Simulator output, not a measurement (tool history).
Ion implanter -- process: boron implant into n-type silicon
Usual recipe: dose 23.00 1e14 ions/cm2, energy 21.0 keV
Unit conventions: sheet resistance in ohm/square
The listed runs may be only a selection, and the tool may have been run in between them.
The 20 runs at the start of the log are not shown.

run,day,dose,energy,"read-back reference wafer on the same gauge, sheet resistance",sheet resistance
# day 67.692: gauge calibrated
21,69.238,20.27,17.5,68.29,74.91
22,72.804,20.75,26.5,68.19,65.36
23,76.925,19.74,25.5,68.30,67.93
24,80.971,29.10,16.0,68.27,68.51
25,84.612,26.13,28.0,68.37,56.33
26,88.258,23.00,21.0,68.26,65.56
# day 91.904: Faraday cup replaced and dose calibrated
27,94.567,29.38,26.0,68.33,56.63
28,98.171,23.00,21.0,68.30,67.57
29,100.538,26.53,21.0,68.25,63.66
30,104.683,18.05,21.0,68.25,76.73
31,107.325,20.75,26.5,68.32,67.48
32,111.500,23.00,16.0,68.28,74.40
33,114.892,26.37,26.5,68.24,58.92
34,117.742,19.90,25.5,68.32,68.89
35,119.517,25.23,26.0,68.38,60.24
36,122.408,27.70,25.5,68.25,57.95

5 ways to go on from here, each from the tool as it stands after run 36. What would each give?
A,122.425,27.99,21.0,?,?
B,122.425,19.49,17.5,?,?
C,122.425,28.46,17.5,?,?
D,122.425,23.00,23.5,?,?
E,122.425,28.58,27.0,?,?

run,"read-back reference wafer on the same gauge, sheet resistance",sheet resistance
A,68.33,62.31
B,68.33,77.42
C,68.33,67.15
D,68.33,65.28
E,68.33,56.40
Without the tool's unlogged condition, the same runs would have read:
run,sheet resistance
A,62.32
B,77.44
C,67.16
D,65.30
E,56.41

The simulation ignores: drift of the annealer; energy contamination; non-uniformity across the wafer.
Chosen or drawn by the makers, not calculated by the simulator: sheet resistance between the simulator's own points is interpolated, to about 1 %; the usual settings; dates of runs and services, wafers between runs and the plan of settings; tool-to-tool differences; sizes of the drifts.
